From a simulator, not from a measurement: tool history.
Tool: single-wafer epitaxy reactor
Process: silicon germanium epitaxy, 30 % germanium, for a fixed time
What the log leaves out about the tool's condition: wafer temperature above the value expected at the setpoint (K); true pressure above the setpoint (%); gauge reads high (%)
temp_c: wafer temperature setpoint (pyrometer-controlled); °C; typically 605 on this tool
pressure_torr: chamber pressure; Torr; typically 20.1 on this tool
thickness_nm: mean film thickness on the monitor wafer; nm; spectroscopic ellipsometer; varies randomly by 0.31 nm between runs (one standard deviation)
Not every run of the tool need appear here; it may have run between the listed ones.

run	day	temp_c	pressure_torr	wafers since the last listed run	hours since the last pyrometer calibration	hours since the last manometer calibration	hours since the showerhead was replaced	hours since the gauge calibration	read-back reference wafer on the same gauge, thickness_nm	thickness_nm
1	0	605	17.1	0	2468.1	2070.9	3943.1	394.3	64.723	58.034
2	1.383	605	17.1	444	2501.3	2104.1	3976.3	427.5	64.775	57.917
3	4.196	605	17.1	904	2568.8	2171.6	4043.8	495	64.705	58.122
4	5.588	597	20.1	447	2602.2	2205	4077.2	528.4	64.652	52.662
5	8.204	597	20.1	841	2665	2267.8	4140	591.2	64.594	52.464
6	9.542	605	20.1	429	2697.1	2299.9	4172.1	623.3	64.664	62.288
7	12.242	605	20.1	867	2761.9	2364.7	4236.9	688.1	64.637	62.49
8	14.704	605	20.1	791	2821	2423.8	4296	747.2	64.826	62.86
9	16.121	605	23.8	455	2855	2457.8	4330	781.2	64.641	66.572
10	17.629	605	23.8	484	2891.2	2494	4366.2	817.4	64.659	67.59
# day 18.621: gauge calibrated
11	19.767	605	20.1	687	2942.5	2545.3	4417.5	27.5	64.884	62.15
# day 21.854: showerhead replaced, of another model than before
12	22.542	618	15.4	784	3009.1	2611.9	16.5	94.1	64.658	66.894
13	25.279	614	18.8	879	3074.8	2677.6	82.2	159.8	64.71	71.861
# day 25.871: capacitance manometer re-zeroed and calibrated
14	27.821	599	23.3	709	3135.8	46.8	143.2	220.8	64.732	60.639
# day 30.842: pyrometer calibrated
15	30.862	605	17.1	870	0.5	119.8	216.2	293.8	64.497	51.938
16	32.812	616	18.5	626	47.3	166.6	263	340.6	64.529	69.748
17	34.854	605	20.1	656	96.3	215.6	312	389.6	64.608	58.376
18	36.329	615	16.9	474	131.7	251	347.4	425	64.732	63.544
19	38.454	605	17.1	683	182.7	302	398.4	476	64.729	53.166
20	39.733	605	20.1	411	213.4	332.7	429.1	506.7	64.694	58.825
21	41.158	605	24.5	458	247.6	366.9	463.3	540.9	64.679	67.184
22	43.396	613	15.9	719	301.3	420.6	517	594.6	64.715	58.221
23	50.025	605	22.9	2130	460.4	579.7	676.1	753.7	64.905	65.352

3 ways to go on from here, each from the tool as it stands after run 23. What would each give?
A	50.042	619	20.1	5	460.8	580.1	676.5	754.1	?	?
B	50.042	600	16.4	5	460.8	580.1	676.5	754.1	?	?
C	50.042	591	21.9	5	460.8	580.1	676.5	754.1	?	?

run	read-back reference wafer on the same gauge, thickness_nm	thickness_nm
A	64.683	79.372
B	64.683	46.581
C	64.683	47.2
With no hidden state in the tool, these same runs would have given:
run	thickness_nm
A	78.215
B	45.868
C	46.461
